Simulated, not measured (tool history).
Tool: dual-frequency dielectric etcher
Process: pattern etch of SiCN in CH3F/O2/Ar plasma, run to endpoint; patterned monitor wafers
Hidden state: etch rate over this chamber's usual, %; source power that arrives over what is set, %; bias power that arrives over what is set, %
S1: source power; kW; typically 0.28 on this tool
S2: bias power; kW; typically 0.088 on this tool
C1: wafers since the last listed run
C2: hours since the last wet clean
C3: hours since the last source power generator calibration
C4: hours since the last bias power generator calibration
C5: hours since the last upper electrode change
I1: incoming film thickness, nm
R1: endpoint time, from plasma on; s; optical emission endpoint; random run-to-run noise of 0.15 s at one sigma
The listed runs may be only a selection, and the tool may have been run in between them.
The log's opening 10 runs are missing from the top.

-- hour=488.6 source power generator calibrated
run 11 hour=527.1 | S1=0.28 S2=0.088 | C1=741 C2=196.7 C3=38.5 C4=1751.8 C5=3843.5 | I1=10.62 | R1=31.9
run 12 hour=573.6 | S1=0.28 S2=0.088 | C1=673 C2=243.2 C3=85 C4=1798.3 C5=3890 | I1=10.62 | R1=31.7
run 13 hour=606.3 | S1=0.28 S2=0.088 | C1=473 C2=275.9 C3=117.7 C4=1831 C5=3922.7 | I1=10.62 | R1=31.8
-- hour=630.8 upper electrode replaced
run 14 hour=659.6 | S1=0.28 S2=0.088 | C1=424 C2=329.2 C3=171 C4=1884.3 C5=28.8 | I1=10.66 | R1=31.8
run 15 hour=691.8 | S1=0.28 S2=0.088 | C1=466 C2=361.4 C3=203.2 C4=1916.5 C5=61 | I1=10.55 | R1=31.3
run 16 hour=724.7 | S1=0.28 S2=0.088 | C1=476 C2=394.3 C3=236.1 C4=1949.4 C5=93.9 | I1=10.71 | R1=31.9
-- hour=786.5 bias power generator calibrated
run 17 hour=792.1 | S1=0.34 S2=0.07 | C1=918 C2=461.7 C3=303.5 C4=5.6 C5=161.3 | I1=10.48 | R1=31
run 18 hour=829.1 | S1=0.25 S2=0.075 | C1=535 C2=498.7 C3=340.5 C4=42.6 C5=198.3 | I1=10.54 | R1=34
run 19 hour=874.9 | S1=0.24 S2=0.072 | C1=663 C2=544.5 C3=386.3 C4=88.4 C5=244.1 | I1=10.59 | R1=34.5
run 20 hour=904.3 | S1=0.28 S2=0.088 | C1=425 C2=573.9 C3=415.7 C4=117.8 C5=273.5 | I1=10.74 | R1=31.7
-- hour=930.4 wet clean of the chamber
run 21 hour=959.2 | S1=0.32 S2=0.095 | C1=447 C2=28.8 C3=470.6 C4=172.7 C5=328.4 | I1=10.64 | R1=30.2
run 22 hour=1005 | S1=0.25 S2=0.106 | C1=663 C2=74.6 C3=516.4 C4=218.5 C5=374.2 | I1=10.65 | R1=31.5
run 23 hour=1037.2 | S1=0.28 S2=0.088 | C1=466 C2=106.8 C3=548.6 C4=250.7 C5=406.4 | I1=10.54 | R1=32.1
run 24 hour=1062.5 | S1=0.21 S2=0.088 | C1=366 C2=132.1 C3=573.9 C4=276 C5=431.7 | I1=10.51 | R1=34.9
run 25 hour=1089.7 | S1=0.28 S2=0.088 | C1=393 C2=159.3 C3=601.1 C4=303.2 C5=458.9 | I1=10.61 | R1=32.3
run 26 hour=1135.1 | S1=0.33 S2=0.067 | C1=657 C2=204.7 C3=646.5 C4=348.6 C5=504.3 | I1=10.59 | R1=32.4
run 27 hour=1179.2 | S1=0.34 S2=0.095 | C1=638 C2=248.8 C3=690.6 C4=392.7 C5=548.4 | I1=10.57 | R1=29.2
run 28 hour=1230.8 | S1=0.26 S2=0.106 | C1=747 C2=300.4 C3=742.2 C4=444.3 C5=600 | I1=10.6 | R1=30.7
run 29 hour=1301.5 | S1=0.26 S2=0.102 | C1=1023 C2=371.1 C3=812.9 C4=515 C5=670.7 | I1=10.68 | R1=31.5
run 30 hour=1336.9 | S1=0.28 S2=0.097 | C1=512 C2=406.5 C3=848.3 C4=550.4 C5=706.1 | I1=10.66 | R1=30.9
run 31 hour=1397.3 | S1=0.28 S2=0.088 | C1=874 C2=466.9 C3=908.7 C4=610.8 C5=766.5 | I1=10.65 | R1=31.7
run 32 hour=1468.4 | S1=0.28 S2=0.103 | C1=1029 C2=538 C3=979.8 C4=681.9 C5=837.6 | I1=10.49 | R1=29.8
-- hour=1510.6 wet clean of the chamber
run 33 hour=1511.1 | S1=0.32 S2=0.105 | C1=270 C2=0.5 C3=1022.5 C4=724.6 C5=880.3 | I1=10.57 | R1=29.1
run 34 hour=1551.1 | S1=0.28 S2=0.088 | C1=579 C2=40.5 C3=1062.5 C4=764.6 C5=920.3 | I1=10.57 | R1=32

Alternative continuations, all from the tool just after run 34; predict every row:
run A hour=1551.5 | S1=0.26 S2=0.088 | C1=5 C2=40.9 C3=1062.9 C4=765 C5=920.7 | I1=10.55 | R1=?
run B hour=1551.5 | S1=0.35 S2=0.099 | C1=5 C2=40.9 C3=1062.9 C4=765 C5=920.7 | I1=10.55 | R1=?
run C hour=1551.5 | S1=0.31 S2=0.099 | C1=5 C2=40.9 C3=1062.9 C4=765 C5=920.7 | I1=10.55 | R1=?
run D hour=1551.5 | S1=0.22 S2=0.095 | C1=5 C2=40.9 C3=1062.9 C4=765 C5=920.7 | I1=10.55 | R1=?
run E hour=1551.5 | S1=0.22 S2=0.077 | C1=5 C2=40.9 C3=1062.9 C4=765 C5=920.7 | I1=10.55 | R1=?

run=A R1=32.8
run=B R1=28.7
run=C R1=29.9
run=D R1=33.8
run=E R1=35.9
With the hidden condition removed and each run's random variation left untouched, the same runs would have given:
run=A R1=32.9
run=B R1=28.8
run=C R1=30
run=D R1=33.9
run=E R1=36

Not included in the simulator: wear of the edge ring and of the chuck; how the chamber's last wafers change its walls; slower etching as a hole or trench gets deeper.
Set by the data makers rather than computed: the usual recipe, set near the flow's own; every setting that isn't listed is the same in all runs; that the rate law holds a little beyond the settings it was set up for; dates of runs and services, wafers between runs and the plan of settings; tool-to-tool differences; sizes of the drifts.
